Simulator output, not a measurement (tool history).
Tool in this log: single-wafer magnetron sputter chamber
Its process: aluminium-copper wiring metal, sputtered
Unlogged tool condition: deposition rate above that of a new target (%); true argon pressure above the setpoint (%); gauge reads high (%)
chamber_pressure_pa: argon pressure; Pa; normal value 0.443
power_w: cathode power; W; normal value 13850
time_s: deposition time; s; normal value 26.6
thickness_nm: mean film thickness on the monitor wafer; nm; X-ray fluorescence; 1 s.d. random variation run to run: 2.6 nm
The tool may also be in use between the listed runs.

run    hour  chamber_pressure_pa  power_w  time_s  wafers since the last listed run  wafers on the sputter target  hours since the last manometer calibration  hours since the magnet pack was replaced  hours since the gauge calibration  read-back reference wafer on the same gauge, thickness_nm  thickness_nm
  1       0                0.443    13850    26.6                                 0                          1460                                       735.5                                    6522.5                              865.5                                                    579.624       651.304
  2    38.2                0.443    13850    26.6                               678                          2138                                       773.7                                    6560.7                              903.7                                                     580.06       652.197
  3    68.3                0.503    13850    26.6                               534                          2673                                       803.8                                    6590.8                              933.8                                                    580.847       639.379
  4   106.4                0.393    13850    27.7                               676                          3349                                       841.9                                    6628.9                              971.9                                                    581.075       693.584
  5   163.1                0.443    11850    26.6                              1006                          4356                                       898.6                                    6685.6                             1028.6                                                    581.477       567.869
      205.2  -- sputter target and shields replaced
  6   221.7                0.443    11850    26.6                               898                           293                                       957.2                                    6744.2                             1087.2                                                    582.648       564.512
  7   285.9                0.443    11850    26.6                              1139                          1433                                      1021.4                                    6808.4                             1151.4                                                     583.57        567.81
  8   348.8                0.443    13850    24.8                              1116                          2550                                      1084.3                                    6871.3                             1214.3                                                    584.112       606.052
  9   381.9                0.443    13850    26.6                               587                          3138                                      1117.4                                    6904.4                             1247.4                                                    584.378       659.686
 10     434                0.443    13850    26.6                               925                          4063                                      1169.5                                    6956.5                             1299.5                                                    585.051       659.449
 11   477.2                0.443    13850    26.6                               767                          4830                                      1212.7                                    6999.7                             1342.7                                                    586.286       658.372
 12   537.7                0.443    13850    26.6                              1074                          5904                                      1273.2                                    7060.2                             1403.2                                                    586.842        662.23
      579.1  -- sputter target and shields replaced
 13   600.6                0.538    13850    26.6                               974                           381                                      1336.1                                    7123.1                             1466.1                                                     587.47       641.285
 14   660.6                0.538    13850    26.6                              1065                          1446                                      1396.1                                    7183.1                             1526.1                                                    589.334       641.454
      675.3  -- capacitance manometer re-zeroed and calibrated
 15   715.1                0.443    13850    26.6                               825                          2272                                        39.8                                    7237.6                             1580.6                                                    589.469       664.103
 16   758.8                 0.56    16350    26.6                               775                          3048                                        83.5                                    7281.3                             1624.3                                                    590.103       750.031
 17   827.2                0.443    13850    26.6                              1214                          4263                                       151.9                                    7349.7                             1692.7                                                    591.143       667.104
      881.4  -- sputter target and shields replaced
 18   890.6                0.542    11900    26.6                               983                           163                                       215.3                                    7413.1                             1756.1                                                    592.497       557.387
 19   961.8                0.443    13850    26.6                              1264                          1427                                       286.5                                    7484.3                             1827.3                                                    593.176        667.47
 20   998.2                0.443    13850    26.6                               646                          2074                                       322.9                                    7520.7                             1863.7                                                    593.765       668.129
 21  1052.4                0.443    16000    26.6                               962                          3036                                       377.1                                    7574.9                             1917.9                                                    594.749       766.761
     1090.8  -- gauge calibrated
 22  1109.2                0.443    11500    26.6                              1008                          4045                                       433.9                                    7631.7                               18.4                                                        571       535.276

Run 23 comes next. What will it give?
     1151.7  -- magnet pack replaced
 23  1159.9                0.615    16950      25                               758                          4803                                       484.6                                       8.2                               69.1                                                          ?             ?

Run 23 yielded read-back reference wafer on the same gauge, thickness_nm 571.232, thickness_nm 689.565 nm.
On a tool with no hidden condition, and with the same random variation, this run would have come out at thickness_nm 686.452 nm.
